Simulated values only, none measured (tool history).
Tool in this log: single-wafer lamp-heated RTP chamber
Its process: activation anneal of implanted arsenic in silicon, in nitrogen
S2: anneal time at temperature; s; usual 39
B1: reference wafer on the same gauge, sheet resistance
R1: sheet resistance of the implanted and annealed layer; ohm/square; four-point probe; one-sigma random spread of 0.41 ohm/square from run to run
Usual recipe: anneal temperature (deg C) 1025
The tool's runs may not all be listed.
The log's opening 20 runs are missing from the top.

{"run": 21, "day": 72.45, "anneal temperature (deg C)": 1025, "S2": 39, "B1": 163.1, "R1": 157.22}
{"run": 22, "day": 75.529, "anneal temperature (deg C)": 1000, "S2": 16, "B1": 163.0, "R1": 167.6}
{"run": 23, "day": 77.904, "anneal temperature (deg C)": 1010, "S2": 23, "B1": 163.02, "R1": 163.2}
{"run": 24, "day": 80.004, "anneal temperature (deg C)": 1036, "S2": 55, "B1": 162.95, "R1": 151.69}
{"day": 83.2, "done": "pyrometer window cleaned and pyrometer calibrated"}
{"run": 25, "day": 83.221, "anneal temperature (deg C)": 1025, "S2": 39, "B1": 163.0, "R1": 156.83}
{"run": 26, "day": 85.3, "anneal temperature (deg C)": 1049, "S2": 47, "B1": 163.02, "R1": 150.48}
{"day": 87.754, "done": "reflector plate cleaned"}
{"run": 27, "day": 89.662, "anneal temperature (deg C)": 1004, "S2": 28, "B1": 163.0, "R1": 162.5}
{"run": 28, "day": 92.154, "anneal temperature (deg C)": 1000, "S2": 18, "B1": 163.02, "R1": 166.07}
{"run": 29, "day": 99.346, "anneal temperature (deg C)": 996, "S2": 48, "B1": 163.04, "R1": 159.97}
{"run": 30, "day": 101.462, "anneal temperature (deg C)": 1001, "S2": 39, "B1": 162.99, "R1": 160.19}

Below are 5 alternative next runs, each starting from the tool's condition after run 30. Predict each:
{"run": "A", "day": 101.479, "anneal temperature (deg C)": 1025, "S2": 39, "B1": "?", "R1": "?"}
{"run": "B", "day": 101.479, "anneal temperature (deg C)": 997, "S2": 59, "B1": "?", "R1": "?"}
{"run": "C", "day": 101.479, "anneal temperature (deg C)": 1053, "S2": 39, "B1": "?", "R1": "?"}
{"run": "D", "day": 101.479, "anneal temperature (deg C)": 1025, "S2": 58, "B1": "?", "R1": "?"}
{"run": "E", "day": 101.479, "anneal temperature (deg C)": 1015, "S2": 19, "B1": "?", "R1": "?"}

run=A B1=163.08 R1=156.27
run=B B1=163.08 R1=157.95
run=C B1=163.08 R1=151.33
run=D B1=163.08 R1=153.18
run=E B1=163.08 R1=162.94
With the hidden condition removed and each run's random variation left untouched, the same runs would have given:
run=A R1=157.58
run=B R1=159.29
run=C R1=152.75
run=D R1=154.58
run=E R1=164.13
